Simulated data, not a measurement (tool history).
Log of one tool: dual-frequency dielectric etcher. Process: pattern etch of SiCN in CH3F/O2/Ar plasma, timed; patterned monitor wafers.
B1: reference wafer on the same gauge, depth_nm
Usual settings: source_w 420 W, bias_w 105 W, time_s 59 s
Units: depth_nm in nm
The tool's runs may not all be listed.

{"run": 1, "hour": 0.0, "source_w": 420, "bias_w": 105, "time_s": 59, "B1": 26.29, "depth_nm": 25.63}
{"run": 2, "hour": 29.6, "source_w": 420, "bias_w": 105, "time_s": 59, "B1": 26.29, "depth_nm": 25.76}
{"run": 3, "hour": 62.2, "source_w": 420, "bias_w": 113, "time_s": 47, "B1": 26.29, "depth_nm": 21.32}
{"run": 4, "hour": 77.0, "source_w": 420, "bias_w": 113, "time_s": 47, "B1": 26.31, "depth_nm": 21.34}
{"run": 5, "hour": 97.9, "source_w": 420, "bias_w": 113, "time_s": 47, "B1": 26.31, "depth_nm": 21.34}
{"run": 6, "hour": 113.6, "source_w": 420, "bias_w": 88, "time_s": 59, "B1": 26.3, "depth_nm": 22.9}
{"run": 7, "hour": 148.7, "source_w": 420, "bias_w": 88, "time_s": 59, "B1": 26.29, "depth_nm": 22.86}
{"run": 8, "hour": 174.2, "source_w": 420, "bias_w": 88, "time_s": 59, "B1": 26.31, "depth_nm": 22.75}
{"hour": 197.8, "done": "source power generator calibrated"}
{"hour": 202.1, "done": "upper electrode replaced"}
{"run": 9, "hour": 202.6, "source_w": 420, "bias_w": 105, "time_s": 59, "B1": 26.3, "depth_nm": 25.46}
{"run": 10, "hour": 214.9, "source_w": 420, "bias_w": 105, "time_s": 59, "B1": 26.28, "depth_nm": 25.53}
{"run": 11, "hour": 240.3, "source_w": 420, "bias_w": 105, "time_s": 59, "B1": 26.3, "depth_nm": 25.2}
{"run": 12, "hour": 315.4, "source_w": 510, "bias_w": 105, "time_s": 75, "B1": 26.32, "depth_nm": 34.05}
{"hour": 329.9, "done": "gauge calibrated"}
{"run": 13, "hour": 338.3, "source_w": 460, "bias_w": 129, "time_s": 68.5, "B1": 26.32, "depth_nm": 33.88}
{"run": 14, "hour": 364.2, "source_w": 420, "bias_w": 105, "time_s": 75, "B1": 26.27, "depth_nm": 32.09}
{"run": 15, "hour": 418.9, "source_w": 500, "bias_w": 105, "time_s": 59, "B1": 26.3, "depth_nm": 26.29}
{"hour": 450.6, "done": "wet clean of the chamber"}
{"run": 16, "hour": 451.1, "source_w": 350, "bias_w": 97, "time_s": 45, "B1": 26.28, "depth_nm": 18.02}
{"run": 17, "hour": 451.4, "source_w": 420, "bias_w": 105, "time_s": 59, "B1": 26.28, "depth_nm": 26.2}
{"hour": 471.2, "done": "bias power generator calibrated"}
{"run": 18, "hour": 473.9, "source_w": 480, "bias_w": 130, "time_s": 64.5, "B1": 26.31, "depth_nm": 33.46}
{"run": 19, "hour": 499.3, "source_w": 420, "bias_w": 105, "time_s": 75, "B1": 26.29, "depth_nm": 32.99}
{"run": 20, "hour": 528.8, "source_w": 460, "bias_w": 80, "time_s": 59, "B1": 26.28, "depth_nm": 22.46}
{"run": 21, "hour": 579.8, "source_w": 380, "bias_w": 93, "time_s": 74.5, "B1": 26.31, "depth_nm": 29.57}
{"run": 22, "hour": 613.7, "source_w": 360, "bias_w": 125, "time_s": 59, "B1": 26.31, "depth_nm": 27.31}
{"run": 23, "hour": 643.3, "source_w": 460, "bias_w": 125, "time_s": 59, "B1": 26.3, "depth_nm": 29.36}

3 ways to go on from here, each from the tool as it stands after run 23. What would each give?
{"run": "A", "hour": 643.7, "source_w": 390, "bias_w": 105, "time_s": 59, "B1": "?", "depth_nm": "?"}
{"run": "B", "hour": 643.7, "source_w": 360, "bias_w": 128, "time_s": 76.5, "B1": "?", "depth_nm": "?"}
{"run": "C", "hour": 643.7, "source_w": 330, "bias_w": 115, "time_s": 66, "B1": "?", "depth_nm": "?"}

run=A B1=26.31 depth_nm=24.94
run=B B1=26.31 depth_nm=35.53
run=C B1=26.31 depth_nm=28.13
Without the tool's hidden state the same runs would have given:
run=A depth_nm=25.19
run=B depth_nm=35.87
run=C depth_nm=28.4
